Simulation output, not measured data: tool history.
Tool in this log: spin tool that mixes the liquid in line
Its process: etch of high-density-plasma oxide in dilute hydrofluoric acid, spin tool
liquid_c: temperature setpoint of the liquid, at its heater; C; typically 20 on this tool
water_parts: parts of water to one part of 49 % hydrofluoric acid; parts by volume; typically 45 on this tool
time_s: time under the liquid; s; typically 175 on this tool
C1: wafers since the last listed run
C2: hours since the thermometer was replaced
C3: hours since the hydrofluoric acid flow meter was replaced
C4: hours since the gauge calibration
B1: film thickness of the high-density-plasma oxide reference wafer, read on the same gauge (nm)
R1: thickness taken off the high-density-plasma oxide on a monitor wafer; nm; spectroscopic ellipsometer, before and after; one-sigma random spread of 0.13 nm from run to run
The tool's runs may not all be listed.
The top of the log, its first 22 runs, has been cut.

Run 23, hour 1456.4: usual settings but water_parts 25 parts by volume; C1 670; C2 108.8; C3 197.3; C4 809.7; B1 100. Result: R1 55.95 nm.
Run 24, hour 1517.7: usual settings but water_parts 55 parts by volume, time_s 125 s; C1 599; C2 170.1; C3 258.6; C4 871; B1 100.01. Result: R1 17.6 nm.
Run 25, hour 1557.9: usual settings; C1 393; C2 210.3; C3 298.8; C4 911.2; B1 99.98. Result: R1 30.42 nm.
Run 26, hour 1605.5: usual settings but liquid_c 17 C, water_parts 65 parts by volume, time_s 75 s; C1 465; C2 257.9; C3 346.4; C4 958.8; B1 100.04. Result: R1 7.77 nm.
Run 27, hour 1631.7: usual settings but liquid_c 23.5 C, water_parts 30 parts by volume, time_s 120 s; C1 256; C2 284.1; C3 372.6; C4 985; B1 99.99. Result: R1 36.91 nm.
Run 28, hour 1667.8: usual settings; C1 353; C2 320.2; C3 408.7; C4 1021.1; B1 99.98. Result: R1 30.54 nm.
Run 29, hour 1707: usual settings; C1 383; C2 359.4; C3 447.9; C4 1060.3; B1 99.97. Result: R1 30.22 nm.
Run 30, hour 1770.2: usual settings but liquid_c 17 C, water_parts 65 parts by volume, time_s 230 s; C1 618; C2 422.6; C3 511.1; C4 1123.5; B1 99.99. Result: R1 23.72 nm.
At hour 1832.6: hydrofluoric acid flow meter replaced.
Run 31, hour 1836.4: usual settings but water_parts 40 parts by volume, time_s 240 s; C1 637; C2 488.8; C3 3.8; C4 1189.7; B1 99.98. Result: R1 47.26 nm.
Run 32, hour 1882.9: usual settings; C1 454; C2 535.3; C3 50.3; C4 1236.2; B1 99.96. Result: R1 30.1 nm.

Forecast each of these 4 alternatives for the next run:
Run A, hour 1883.4: usual settings; C1 4; C2 535.8; C3 50.8; C4 1236.7; B1 ?. Result: R1 ?.
Run B, hour 1883.4: usual settings but liquid_c 17 C, water_parts 60 parts by volume; C1 4; C2 535.8; C3 50.8; C4 1236.7; B1 ?. Result: R1 ?.
Run C, hour 1883.4: usual settings but liquid_c 22 C, water_parts 50 parts by volume, time_s 215 s; C1 4; C2 535.8; C3 50.8; C4 1236.7; B1 ?. Result: R1 ?.
Run D, hour 1883.4: usual settings but water_parts 25 parts by volume, time_s 255 s; C1 4; C2 535.8; C3 50.8; C4 1236.7; B1 ?. Result: R1 ?.

run      B1     R1
  A  100.02  30.03
  B  100.02  19.46
  C  100.02  35.92
  D  100.02  80.66
Stripped of hidden state, with their random variation kept, the same runs would have yielded:
run     R1
  A  30.69
  B  19.89
  C   36.7
  D  82.47
